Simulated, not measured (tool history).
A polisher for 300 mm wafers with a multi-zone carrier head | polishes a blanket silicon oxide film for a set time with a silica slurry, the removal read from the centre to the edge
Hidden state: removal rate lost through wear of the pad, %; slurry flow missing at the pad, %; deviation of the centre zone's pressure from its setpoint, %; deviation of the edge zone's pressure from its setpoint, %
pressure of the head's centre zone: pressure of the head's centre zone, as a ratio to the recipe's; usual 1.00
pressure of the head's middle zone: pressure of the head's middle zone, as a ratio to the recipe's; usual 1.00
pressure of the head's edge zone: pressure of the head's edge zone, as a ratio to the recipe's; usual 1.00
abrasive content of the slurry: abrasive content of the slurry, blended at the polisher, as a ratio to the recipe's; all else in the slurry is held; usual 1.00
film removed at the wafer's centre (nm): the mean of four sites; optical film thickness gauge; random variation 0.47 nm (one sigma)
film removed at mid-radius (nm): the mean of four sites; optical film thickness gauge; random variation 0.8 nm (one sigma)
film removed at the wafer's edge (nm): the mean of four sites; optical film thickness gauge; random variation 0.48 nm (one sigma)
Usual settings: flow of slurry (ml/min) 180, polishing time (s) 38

run   hour  flow of slurry (ml/min)  pressure of the head's centre zone  pressure of the head's middle zone  pressure of the head's edge zone  abrasive content of the slurry  polishing time (s)  wafers since the last listed run  wafers polished on this pad  hours since the slurry nozzle was cleaned  hours since the centre zone pressure was calibrated  hours since the edge zone pressure was calibrated  hours since the carrier head's membrane was replaced  incoming thickness of the incoming film, nm  film removed at the wafer's centre (nm)  film removed at mid-radius (nm)  film removed at the wafer's edge (nm)
  1    0.0                      180                                1.00                                1.00                              1.00                            1.00                  38                                 0                           91                                      711.9                                                624.0                                               81.8                                                1277.6                                       1348.4                                     66.4                             62.1                                   64.8
  2   24.9                      180                                1.00                                1.00                              1.00                            1.00                  38                               271                          363                                      736.8                                                648.9                                              106.7                                                1302.5                                       1320.7                                     66.6                             63.4                                   64.8
  3   44.1                      180                                1.00                                1.00                              1.00                            1.00                  38                               209                          572                                      756.0                                                668.1                                              125.9                                                1321.7                                       1341.1                                     66.5                             62.6                                   64.2
  4   69.1                      180                                1.09                                0.90                              1.00                            0.85                  25                               272                          844                                      781.0                                                693.1                                              150.9                                                1346.7                                       1307.9                                     44.7                             35.1                                   39.3
  5   96.3                      130                                1.00                                1.00                              1.00                            1.00                  38                               296                         1141                                      808.2                                                720.3                                              178.1                                                1373.9                                       1340.8                                     61.2                             57.7                                   60.7
      98.0  -- slurry nozzle cleaned
  6  121.2                      230                                1.10                                0.89                              1.00                            1.00                  38                               260                         1401                                       23.2                                                745.2                                              203.0                                                1398.8                                       1332.1                                     83.4                             63.5                                   69.5
  7  134.0                      115                                1.06                                1.00                              1.07                            1.00                  34                               139                         1541                                       36.0                                                758.0                                              215.8                                                1411.6                                       1333.9                                     63.9                             56.0                                   59.1
     140.4  -- worn pad replaced by a new one
  8  162.1                      180                                1.00                                1.00                              1.00                            1.00                  38                               262                          236                                       64.1                                                786.1                                              243.9                                                1439.7                                       1340.3                                     73.1                             68.5                                   67.2
  9  180.3                      180                                1.00                                1.00                              1.00                            1.00                  38                               198                          434                                       82.3                                                804.3                                              262.1                                                1457.9                                       1305.9                                     72.0                             66.6                                   67.4
 10  196.8                      120                                1.00                                1.12                              0.94                            0.90                  38                               179                          614                                       98.8                                                820.8                                              278.6                                                1474.4                                       1310.8                                     63.4                             67.0                                   59.6
     203.8  -- edge zone pressure recalibrated
     214.4  -- carrier head's membrane replaced by a new one
 11  218.9                      245                                1.00                                1.00                              0.94                            0.90                  30                               164                          779                                      120.9                                                842.9                                               15.1                                                   4.5                                       1308.7                                     57.7                             51.9                                   51.0
 12  251.9                      205                                1.00                                1.00                              1.09                            1.00                  38                               359                         1138                                      153.9                                                875.9                                               48.1                                                  37.5                                       1316.9                                     74.5                             68.0                                   71.5
 13  272.7                      195                                1.00                                1.00                              1.00                            1.00                  38                               226                         1365                                      174.7                                                896.7                                               68.9                                                  58.3                                       1337.0                                     72.7                             68.2                                   67.1
     279.9  -- centre zone pressure recalibrated
     282.0  -- worn pad replaced by a new one
 14  297.9                      180                                1.00                                1.00                              1.00                            1.00                  38                               229                          173                                      199.9                                                 18.0                                               94.1                                                  83.5                                       1331.6                                     66.6                             65.7                                   65.9
 15  316.0                      180                                1.05                                1.00                              1.00                            1.15                  38                               197                          370                                      218.0                                                 36.1                                              112.2                                                 101.6                                       1336.0                                     74.1                             69.0                                   70.0
 16  331.7                      180                                1.00                                1.00                              0.89                            1.00                  38                               171                          541                                      233.7                                                 51.8                                              127.9                                                 117.3                                       1325.8                                     66.6                             65.3                                   63.4
 17  355.5                      180                                1.00                                0.93                              1.00                            1.00                  44                               259                          800                                      257.5                                                 75.6                                              151.7                                                 141.1                                       1317.9                                     77.5                             72.0                                   76.6
 18  381.2                      180                                1.00                                1.00                              0.89                            0.85                  38                               280                         1080                                      283.2                                                101.3                                              177.4                                                 166.8                                       1335.4                                     61.3                             59.1                                   58.4
 19  403.6                      180                                1.00                                0.95                              1.00                            1.10                  38                               244                         1324                                      305.6                                                123.7                                              199.8                                                 189.2                                       1318.5                                     68.8                             64.8                                   68.1
 20  430.8                      180                                1.00                                1.00                              1.00                            1.00                  38                               296                         1621                                      332.8                                                150.9                                              227.0                                                 216.4                                       1307.4                                     66.6                             65.4                                   65.5
     443.0  -- worn pad replaced by a new one
 21  493.1                      200                                1.00                                1.00                              1.00                            0.90                  28                               635                          545                                      395.1                                                213.2                                              289.3                                                 278.7                                       1304.6                                     48.2                             46.6                                   46.6

Forecast each of these 5 alternatives for the next run:
  A  493.5                      180                                1.00                                1.00                              1.00                            1.00                  38                                 4                          550                                      395.5                                                213.6                                              289.7                                                 279.1                                       1336.0                                        ?                                ?                                      ?
  B  493.5                      220                                1.00                                1.11                              1.00                            0.70                  51                                 4                          550                                      395.5                                                213.6                                              289.7                                                 279.1                                       1336.0                                        ?                                ?                                      ?
  C  493.5                      125                                1.00                                1.00                              0.97                            1.20                  38                                 4                          550                                      395.5                                                213.6                                              289.7                                                 279.1                                       1336.0                                        ?                                ?                                      ?
  D  493.5                      240                                1.00                                1.00                              1.08                            1.20                  38                                 4                          550                                      395.5                                                213.6                                              289.7                                                 279.1                                       1336.0                                        ?                                ?                                      ?
  E  493.5                      115                                1.00                                1.04                              1.00                            1.00                  38                                 4                          550                                      395.5                                                213.6                                              289.7                                                 279.1                                       1336.0                                        ?                                ?                                      ?

run  film removed at the wafer's centre (nm)  film removed at mid-radius (nm)  film removed at the wafer's edge (nm)
  A                                     66.4                             63.8                                   65.8
  B                                     79.5                             83.0                                   77.5
  C                                     64.8                             63.0                                   65.8
  D                                     75.6                             72.2                                   76.3
  E                                     58.7                             59.3                                   61.2
Without the tool's hidden state the same runs would have given:
run  film removed at the wafer's centre (nm)  film removed at mid-radius (nm)  film removed at the wafer's edge (nm)
  A                                     68.8                             67.9                                   68.9
  B                                     81.5                             87.5                                   80.5
  C                                     69.0                             68.7                                   69.8
  D                                     77.1                             75.8                                   79.0
  E                                     63.1                             65.0                                   65.1
